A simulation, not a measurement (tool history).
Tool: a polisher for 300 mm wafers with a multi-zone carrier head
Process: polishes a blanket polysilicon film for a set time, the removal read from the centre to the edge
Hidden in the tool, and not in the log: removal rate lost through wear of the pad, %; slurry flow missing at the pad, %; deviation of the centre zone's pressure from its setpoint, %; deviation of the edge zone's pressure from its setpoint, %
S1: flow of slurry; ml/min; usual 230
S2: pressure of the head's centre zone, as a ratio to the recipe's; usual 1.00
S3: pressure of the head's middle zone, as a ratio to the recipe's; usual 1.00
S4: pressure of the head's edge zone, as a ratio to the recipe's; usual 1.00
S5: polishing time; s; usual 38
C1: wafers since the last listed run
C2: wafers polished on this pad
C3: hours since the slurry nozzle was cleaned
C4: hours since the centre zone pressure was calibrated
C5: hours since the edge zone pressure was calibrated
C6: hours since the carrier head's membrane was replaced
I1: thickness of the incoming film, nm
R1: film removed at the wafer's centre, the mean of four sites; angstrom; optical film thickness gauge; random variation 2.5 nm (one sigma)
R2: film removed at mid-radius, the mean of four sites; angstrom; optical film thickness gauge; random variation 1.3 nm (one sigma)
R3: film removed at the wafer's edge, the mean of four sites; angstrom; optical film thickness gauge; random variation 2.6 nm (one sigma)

| run | day | S1 | S2 | S3 | S4 | S5 | C1 | C2 | C3 | C4 | C5 | C6 | I1 | R1 | R2 | R3 |
|---|---|---|---|---|---|---|---|---|---|---|---|---|---|---|---|---|
| 1 | 0.000 | 230 | 1.00 | 1.00 | 1.00 | 38 | 0 | 3492 | 35.2 | 1235.0 | 138.4 | 664.0 | 1878.9 | 1698 | 1720 | 1765 |
| 2 | 1.804 | 230 | 1.00 | 1.00 | 1.00 | 38 | 457 | 3950 | 78.5 | 1278.3 | 181.7 | 707.3 | 1879.9 | 1660 | 1730 | 1777 |
| 3 | 3.883 | 230 | 1.00 | 1.07 | 1.00 | 38 | 527 | 4477 | 128.4 | 1328.2 | 231.6 | 757.2 | 1850.0 | 1661 | 1776 | 1717 |
| 4 | 5.979 | 230 | 1.00 | 1.07 | 1.00 | 38 | 531 | 5009 | 178.7 | 1378.5 | 281.9 | 807.5 | 1891.8 | 1617 | 1745 | 1691 |
|  | 6.188 | worn pad replaced by a new one |
| 5 | 9.942 | 230 | 1.00 | 1.07 | 1.00 | 38 | 962 | 951 | 273.8 | 1473.6 | 377.0 | 902.6 | 1858.5 | 1830 | 1895 | 1838 |
| 6 | 12.129 | 230 | 1.00 | 1.00 | 1.00 | 38 | 554 | 1506 | 326.3 | 1526.1 | 429.5 | 955.1 | 1861.2 | 1806 | 1773 | 1827 |
|  | 13.362 | centre zone pressure recalibrated |
| 7 | 14.146 | 230 | 0.92 | 1.00 | 1.00 | 43 | 490 | 1997 | 374.7 | 18.8 | 477.9 | 1003.5 | 1847.4 | 1896 | 1969 | 2031 |
|  | 14.571 | edge zone pressure recalibrated |
| 8 | 18.058 | 295 | 1.00 | 1.00 | 1.00 | 33 | 971 | 2968 | 468.6 | 112.7 | 83.7 | 1097.4 | 1879.7 | 1560 | 1537 | 1541 |
|  | 20.721 | slurry nozzle cleaned |
| 9 | 21.221 | 230 | 0.90 | 1.00 | 1.04 | 38 | 791 | 3759 | 12.0 | 188.6 | 159.6 | 1173.3 | 1906.9 | 1573 | 1671 | 1715 |
|  | 23.592 | worn pad replaced by a new one |
| 10 | 25.588 | 230 | 1.04 | 1.00 | 1.00 | 49 | 1065 | 505 | 116.8 | 293.4 | 264.4 | 1278.1 | 1860.7 | 2374 | 2353 | 2433 |
| 11 | 29.612 | 230 | 1.00 | 1.07 | 1.00 | 38 | 1020 | 1526 | 213.4 | 390.0 | 361.0 | 1374.7 | 1886.8 | 1836 | 1877 | 1805 |
|  | 33.500 | edge zone pressure recalibrated |
| 12 | 33.800 | 180 | 1.00 | 0.91 | 1.00 | 38 | 1040 | 2567 | 313.9 | 490.5 | 7.2 | 1475.2 | 1916.3 | 1674 | 1562 | 1731 |
| 13 | 36.762 | 230 | 1.00 | 1.00 | 1.00 | 38 | 751 | 3318 | 385.0 | 561.6 | 78.3 | 1546.3 | 1856.2 | 1658 | 1730 | 1728 |
|  | 39.217 | slurry nozzle cleaned |
| 14 | 40.646 | 180 | 1.00 | 1.00 | 1.10 | 51 | 974 | 4293 | 34.3 | 654.8 | 171.5 | 1639.5 | 1854.1 | 2159 | 2173 | 2284 |
|  | 42.621 | carrier head's membrane replaced by a new one |
| 15 | 43.800 | 180 | 0.89 | 1.00 | 1.00 | 46 | 747 | 5040 | 110.0 | 730.5 | 247.2 | 28.3 | 1883.1 | 1753 | 1906 | 1944 |
| 16 | 45.417 | 170 | 1.00 | 1.00 | 1.00 | 38 | 409 | 5450 | 148.8 | 769.3 | 286.0 | 67.1 | 1881.3 | 1543 | 1527 | 1624 |
|  | 46.221 | worn pad replaced by a new one, of another model than before |
|  | 52.950 | edge zone pressure recalibrated |
| 17 | 57.308 | 170 | 1.00 | 1.00 | 1.00 | 38 | 2952 | 2790 | 434.2 | 1054.7 | 104.6 | 352.5 | 1913.4 | 1549 | 1573 | 1622 |
| 18 | 60.038 | 290 | 0.94 | 0.92 | 1.04 | 38 | 692 | 3482 | 499.7 | 1120.2 | 170.1 | 418.0 | 1890.8 | 1691 | 1669 | 1829 |
|  | 62.033 | slurry nozzle cleaned |
| 19 | 62.512 | 230 | 1.00 | 1.07 | 1.00 | 38 | 617 | 4099 | 11.5 | 1179.6 | 229.5 | 477.4 | 1872.2 | 1658 | 1768 | 1699 |
| 20 | 64.208 | 230 | 1.00 | 1.10 | 1.00 | 34 | 430 | 4529 | 52.2 | 1220.3 | 270.2 | 518.1 | 1881.5 | 1454 | 1602 | 1496 |
|  | 64.971 | worn pad replaced by a new one |
|  | 67.329 | centre zone pressure recalibrated |
| 21 | 67.962 | 230 | 1.00 | 0.96 | 1.00 | 38 | 888 | 737 | 142.3 | 15.2 | 360.3 | 608.2 | 1889.0 | 1793 | 1775 | 1857 |
|  | 71.050 | edge zone pressure recalibrated |
| 22 | 71.196 | 165 | 1.00 | 1.00 | 1.00 | 38 | 798 | 1536 | 219.9 | 92.8 | 3.5 | 685.8 | 1881.7 | 1496 | 1581 | 1669 |

Run 23 comes next. What will it give?
| 23 | 75.271 | 300 | 1.04 | 1.00 | 1.00 | 38 | 1033 | 2569 | 317.7 | 190.6 | 101.3 | 783.6 | 1873.9 | ? | ? | ? |

Run 23 gave R1 1879 angstrom, R2 1850 angstrom, R3 1864 angstrom.
Without the tool's hidden state the same run would have given R1 2010 angstrom, R2 1979 angstrom, R3 1994 angstrom.

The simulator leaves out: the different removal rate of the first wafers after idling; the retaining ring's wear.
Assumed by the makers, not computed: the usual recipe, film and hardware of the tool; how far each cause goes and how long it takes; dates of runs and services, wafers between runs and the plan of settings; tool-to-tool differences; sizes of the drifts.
